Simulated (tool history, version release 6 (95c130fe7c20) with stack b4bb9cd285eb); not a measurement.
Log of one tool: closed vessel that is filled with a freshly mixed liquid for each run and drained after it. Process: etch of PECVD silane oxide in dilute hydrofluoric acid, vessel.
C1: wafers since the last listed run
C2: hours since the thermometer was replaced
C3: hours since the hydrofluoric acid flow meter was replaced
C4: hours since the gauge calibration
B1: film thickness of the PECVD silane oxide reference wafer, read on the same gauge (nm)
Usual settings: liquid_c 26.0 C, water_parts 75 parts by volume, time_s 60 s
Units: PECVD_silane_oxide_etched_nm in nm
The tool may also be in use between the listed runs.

run 1 hour=0.0 | liquid_c=26.0 water_parts=75 time_s=40 | C1=0 C2=630.2 C3=1540.4 C4=107.1 | B1=70.02 | PECVD_silane_oxide_etched_nm=14.16
run 2 hour=34.2 | liquid_c=30.0 water_parts=75 time_s=60 | C1=4881 C2=664.4 C3=1574.6 C4=141.3 | B1=70.00 | PECVD_silane_oxide_etched_nm=24.95
run 3 hour=89.0 | liquid_c=30.0 water_parts=75 time_s=60 | C1=7821 C2=719.2 C3=1629.4 C4=196.1 | B1=69.99 | PECVD_silane_oxide_etched_nm=24.71
run 4 hour=126.5 | liquid_c=30.0 water_parts=75 time_s=60 | C1=5352 C2=756.7 C3=1666.9 C4=233.6 | B1=70.02 | PECVD_silane_oxide_etched_nm=24.67
run 5 hour=197.2 | liquid_c=26.0 water_parts=75 time_s=45 | C1=10090 C2=827.4 C3=1737.6 C4=304.3 | B1=70.00 | PECVD_silane_oxide_etched_nm=15.65
run 6 hour=244.3 | liquid_c=26.0 water_parts=75 time_s=60 | C1=6722 C2=874.5 C3=1784.7 C4=351.4 | B1=69.99 | PECVD_silane_oxide_etched_nm=20.75
run 7 hour=343.4 | liquid_c=26.0 water_parts=75 time_s=60 | C1=14143 C2=973.6 C3=1883.8 C4=450.5 | B1=70.02 | PECVD_silane_oxide_etched_nm=20.59
run 8 hour=384.9 | liquid_c=21.0 water_parts=50 time_s=50 | C1=5922 C2=1015.1 C3=1925.3 C4=492.0 | B1=70.02 | PECVD_silane_oxide_etched_nm=21.73
-- hour=419.6 gauge calibrated
run 9 hour=456.5 | liquid_c=23.5 water_parts=55 time_s=60 | C1=10218 C2=1086.7 C3=1996.9 C4=36.9 | B1=70.00 | PECVD_silane_oxide_etched_nm=25.73
-- hour=500.7 hydrofluoric acid flow meter replaced
run 10 hour=501.4 | liquid_c=26.0 water_parts=75 time_s=60 | C1=6265 C2=1131.6 C3=0.7 C4=81.8 | B1=70.01 | PECVD_silane_oxide_etched_nm=23.12
-- hour=518.5 thermometer replaced
run 11 hour=554.7 | liquid_c=21.5 water_parts=75 time_s=60 | C1=7464 C2=36.2 C3=54.0 C4=135.1 | B1=70.01 | PECVD_silane_oxide_etched_nm=19.91
run 12 hour=595.1 | liquid_c=26.0 water_parts=75 time_s=80 | C1=5765 C2=76.6 C3=94.4 C4=175.5 | B1=69.98 | PECVD_silane_oxide_etched_nm=31.67
run 13 hour=635.5 | liquid_c=26.0 water_parts=60 time_s=60 | C1=5765 C2=117.0 C3=134.8 C4=215.9 | B1=69.99 | PECVD_silane_oxide_etched_nm=30.17
run 14 hour=702.3 | liquid_c=30.5 water_parts=90 time_s=80 | C1=9533 C2=183.8 C3=201.6 C4=282.7 | B1=70.03 | PECVD_silane_oxide_etched_nm=30.52
run 15 hour=741.2 | liquid_c=23.5 water_parts=105 time_s=75 | C1=5551 C2=222.7 C3=240.5 C4=321.6 | B1=70.00 | PECVD_silane_oxide_etched_nm=18.17

Forecast each of these 4 alternatives for the next run:
run A hour=741.9 | liquid_c=24.5 water_parts=75 time_s=60 | C1=99 C2=223.4 C3=241.2 C4=322.3 | B1=? | PECVD_silane_oxide_etched_nm=?
run B hour=741.9 | liquid_c=29.0 water_parts=55 time_s=80 | C1=99 C2=223.4 C3=241.2 C4=322.3 | B1=? | PECVD_silane_oxide_etched_nm=?
run C hour=741.9 | liquid_c=24.0 water_parts=60 time_s=40 | C1=99 C2=223.4 C3=241.2 C4=322.3 | B1=? | PECVD_silane_oxide_etched_nm=?
run D hour=741.9 | liquid_c=24.5 water_parts=85 time_s=40 | C1=99 C2=223.4 C3=241.2 C4=322.3 | B1=? | PECVD_silane_oxide_etched_nm=?

run=A B1=70.03 PECVD_silane_oxide_etched_nm=22.11
run=B B1=70.03 PECVD_silane_oxide_etched_nm=49.44
run=C B1=70.03 PECVD_silane_oxide_etched_nm=18.41
run=D B1=70.03 PECVD_silane_oxide_etched_nm=12.84
Without the tool's hidden state the same runs would have given:
run=A PECVD_silane_oxide_etched_nm=22.71
run=B PECVD_silane_oxide_etched_nm=50.77
run=C PECVD_silane_oxide_etched_nm=18.91
run=D PECVD_silane_oxide_etched_nm=13.19
